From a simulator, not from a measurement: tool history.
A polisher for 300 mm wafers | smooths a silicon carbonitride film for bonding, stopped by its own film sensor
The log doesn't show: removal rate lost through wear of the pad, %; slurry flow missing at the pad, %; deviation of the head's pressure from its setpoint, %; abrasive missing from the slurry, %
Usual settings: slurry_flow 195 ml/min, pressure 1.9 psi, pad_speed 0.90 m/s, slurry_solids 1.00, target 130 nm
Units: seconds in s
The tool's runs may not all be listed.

run,day,slurry_flow,pressure,pad_speed,slurry_solids,target,wafers since the last listed run,wafers polished on this pad,hours since the slurry nozzle was cleaned,hours since the head pressure was calibrated,hours since the slurry blender was calibrated,"incoming thickness of the incoming film, nm",seconds
1,0.000,195,1.9,0.90,1.00,130,0,83,157.5,377.1,61.8,159.9,156.9
2,0.412,195,1.9,0.90,1.00,130,101,185,167.4,387.0,71.7,161.8,169.0
3,0.767,195,1.9,0.90,1.00,130,87,272,175.9,395.5,80.2,160.6,166.8
4,1.408,195,1.9,0.90,0.85,130,157,429,191.3,410.9,95.6,161.8,188.6
# day 1.742: slurry blender recalibrated
5,1.871,195,1.9,0.90,0.85,130,93,523,202.4,422.0,3.1,161.7,176.3
6,2.604,195,1.9,0.66,1.10,130,180,703,220.0,439.6,20.7,159.6,189.1
7,3.012,195,1.9,0.66,1.10,130,100,803,229.8,449.4,30.5,161.5,205.5
8,3.329,145,1.9,0.90,1.00,130,77,881,237.4,457.0,38.1,158.9,159.2
9,3.733,145,1.9,0.90,1.00,130,99,981,247.1,466.7,47.8,158.1,155.7
10,4.167,145,1.9,0.90,1.00,130,106,1087,257.5,477.1,58.2,161.9,180.9
# day 4.754: worn pad replaced by a new one
11,4.829,195,1.9,0.90,1.00,130,121,18,273.4,493.0,74.1,157.3,150.7
12,5.433,195,1.9,0.90,0.90,124,148,166,287.9,507.5,88.6,159.9,207.6
# day 5.850: slurry blender recalibrated
13,6.012,195,1.9,0.90,1.00,133,121,288,301.8,521.4,3.9,159.7,136.4
14,6.471,160,1.9,0.90,1.00,130,112,401,312.8,532.4,14.9,157.9,148.4
15,6.729,195,1.9,0.90,1.00,130,63,465,319.0,538.6,21.1,159.6,153.1
16,7.117,195,1.9,0.90,1.00,130,95,560,328.3,547.9,30.4,160.8,163.0
17,7.388,175,1.9,0.90,1.00,130,66,626,334.8,554.4,36.9,163.6,178.2
18,7.846,195,1.7,0.90,1.00,130,112,739,345.8,565.4,47.9,159.3,170.7
19,8.300,195,1.9,0.90,1.00,130,111,851,356.7,576.3,58.8,159.6,159.2
20,8.588,195,2.2,1.02,1.15,125,70,921,363.6,583.2,65.7,161.4,151.3
21,9.012,195,1.9,1.18,1.00,130,104,1026,373.8,593.4,75.9,159.5,130.1
# day 9.196: head pressure recalibrated
# day 9.342: slurry nozzle cleaned
22,9.429,135,1.9,0.76,1.30,130,71,1098,2.1,5.6,85.9,160.9,188.3
# day 10.100: slurry blender recalibrated
23,10.121,195,1.9,0.90,0.90,130,149,1247,18.7,22.2,0.5,160.2,159.6
24,10.808,195,1.7,0.90,1.00,135,169,1416,35.2,38.7,17.0,159.9,136.6
# day 11.004: worn pad replaced by a new one
25,11.442,195,1.9,0.90,1.00,130,114,107,50.4,53.9,32.2,160.7,159.1
26,11.975,195,2.2,0.90,0.85,130,131,238,63.2,66.7,45.0,160.7,156.3
27,12.408,195,1.9,1.06,1.15,130,106,344,73.6,77.1,55.4,161.2,140.2
28,12.992,225,1.9,0.90,1.00,126,143,488,87.6,91.1,69.4,158.2,171.3
29,13.662,195,1.9,0.90,1.00,130,164,653,103.7,107.2,85.5,162.4,177.0

3 ways to go on from here, each from the tool as it stands after run 29. What would each give?
A,13.683,195,2.3,0.90,1.00,130,5,658,104.2,107.7,86.0,163.0,?
B,13.683,195,1.9,0.58,1.10,130,5,658,104.2,107.7,86.0,163.0,?
C,13.683,195,1.9,1.20,1.00,140,5,658,104.2,107.7,86.0,163.0,?

run,seconds
A,156.7
B,246.7
C,99.8
Without the tool's hidden state the same runs would have given:
run,seconds
A,144.9
B,228.9
C,92.3
